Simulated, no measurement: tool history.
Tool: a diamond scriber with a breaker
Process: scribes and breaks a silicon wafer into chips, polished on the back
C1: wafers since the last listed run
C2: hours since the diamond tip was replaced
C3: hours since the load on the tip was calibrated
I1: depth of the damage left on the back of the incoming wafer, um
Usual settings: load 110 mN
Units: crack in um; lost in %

{"run": 1, "hour": 0.0, "load": 110, "C1": 0, "C2": 88.5, "C3": 482, "I1": 0.04, "crack": 13.94, "lost": 0.86}
{"run": 2, "hour": 12.9, "load": 121, "C1": 46, "C2": 101.4, "C3": 494.9, "I1": 0.05, "crack": 15.04, "lost": 1.3}
{"run": 3, "hour": 43.0, "load": 110, "C1": 109, "C2": 131.5, "C3": 525, "I1": 0.03, "crack": 14.31, "lost": 0.84}
{"run": 4, "hour": 73.6, "load": 99, "C1": 111, "C2": 162.1, "C3": 555.6, "I1": 0.03, "crack": 13.58, "lost": 1.42}
{"run": 5, "hour": 109.5, "load": 99, "C1": 130, "C2": 198, "C3": 591.5, "I1": 0.04, "crack": 13.9, "lost": 1.4}
{"run": 6, "hour": 122.8, "load": 110, "C1": 48, "C2": 211.3, "C3": 604.8, "I1": 0.03, "crack": 14.7, "lost": 0.96}
{"run": 7, "hour": 144.8, "load": 110, "C1": 80, "C2": 233.3, "C3": 626.8, "I1": 0.03, "crack": 14.73, "lost": 0.95}
{"run": 8, "hour": 168.6, "load": 110, "C1": 86, "C2": 257.1, "C3": 650.6, "I1": 0.03, "crack": 14.43, "lost": 1.11}
{"run": 9, "hour": 242.5, "load": 110, "C1": 268, "C2": 331, "C3": 724.5, "I1": 0.03, "crack": 14.74, "lost": 0.75}
{"run": 10, "hour": 263.8, "load": 136, "C1": 77, "C2": 352.3, "C3": 745.8, "I1": 0.01, "crack": 16.51, "lost": 2.7}
{"run": 11, "hour": 279.8, "load": 136, "C1": 58, "C2": 368.3, "C3": 761.8, "I1": 0.01, "crack": 16.13, "lost": 2.63}
{"run": 12, "hour": 297.9, "load": 136, "C1": 65, "C2": 386.4, "C3": 779.9, "I1": 0.02, "crack": 15.92, "lost": 2.39}
{"run": 13, "hour": 313.1, "load": 110, "C1": 55, "C2": 401.6, "C3": 795.1, "I1": 0.04, "crack": 14.19, "lost": 0.97}
{"run": 14, "hour": 327.6, "load": 110, "C1": 52, "C2": 416.1, "C3": 809.6, "I1": 0.03, "crack": 13.87, "lost": 0.87}
{"run": 15, "hour": 360.0, "load": 90, "C1": 117, "C2": 448.5, "C3": 842, "I1": 0.02, "crack": 13.06, "lost": 2.48}
{"run": 16, "hour": 383.8, "load": 90, "C1": 86, "C2": 472.3, "C3": 865.8, "I1": 0.02, "crack": 13.13, "lost": 2.3}
{"hour": 388.4, "done": "diamond tip replaced by a new one"}
{"run": 17, "hour": 440.1, "load": 90, "C1": 197, "C2": 51.7, "C3": 922.1, "I1": 0.02, "crack": 13.23, "lost": 2.18}
{"run": 18, "hour": 469.4, "load": 110, "C1": 106, "C2": 81, "C3": 951.4, "I1": 0.04, "crack": 14.28, "lost": 0.9}
{"run": 19, "hour": 486.6, "load": 110, "C1": 62, "C2": 98.2, "C3": 968.6, "I1": 0.02, "crack": 14.42, "lost": 0.89}
{"run": 20, "hour": 509.8, "load": 110, "C1": 84, "C2": 121.4, "C3": 991.8, "I1": 0.04, "crack": 14.31, "lost": 0.98}
{"run": 21, "hour": 534.2, "load": 110, "C1": 88, "C2": 145.8, "C3": 1016.2, "I1": 0.02, "crack": 14.64, "lost": 0.92}
{"run": 22, "hour": 566.3, "load": 90, "C1": 116, "C2": 177.9, "C3": 1048.3, "I1": 0.03, "crack": 13.18, "lost": 2.33}
{"run": 23, "hour": 589.0, "load": 83, "C1": 82, "C2": 200.6, "C3": 1071, "I1": 0.03, "crack": 12.19, "lost": 3.45}
{"run": 24, "hour": 608.0, "load": 138, "C1": 69, "C2": 219.6, "C3": 1090, "I1": 0.04, "crack": 16.49, "lost": 2.97}
{"run": 25, "hour": 630.7, "load": 88, "C1": 82, "C2": 242.3, "C3": 1112.7, "I1": 0.03, "crack": 12.68, "lost": 2.74}
{"hour": 643.1, "done": "load on the tip recalibrated"}
{"run": 26, "hour": 658.0, "load": 100, "C1": 92, "C2": 269.6, "C3": 14.9, "I1": 0.03, "crack": 14.09, "lost": 1.19}
{"run": 27, "hour": 675.6, "load": 138, "C1": 64, "C2": 287.2, "C3": 32.5, "I1": 0.04, "crack": 16.53, "lost": 3.17}
{"run": 28, "hour": 696.2, "load": 85, "C1": 74, "C2": 307.8, "C3": 53.1, "I1": 0.03, "crack": 12.63, "lost": 3.52}
{"run": 29, "hour": 708.4, "load": 84, "C1": 44, "C2": 320, "C3": 65.3, "I1": 0.05, "crack": 12.27, "lost": 3.49}
{"run": 30, "hour": 805.1, "load": 94, "C1": 351, "C2": 416.7, "C3": 162, "I1": 0.04, "crack": 13.39, "lost": 1.81}

Forecast run 31:
{"run": 31, "hour": 839.6, "load": 123, "C1": 125, "C2": 451.2, "C3": 196.5, "I1": 0.03, "crack": "?", "lost": "?"}

Run 31 gave crack 15.37 um, lost 1.21 %.
Without the tool's hidden state the same run would have given crack 15.37 um, lost 1.21 %.
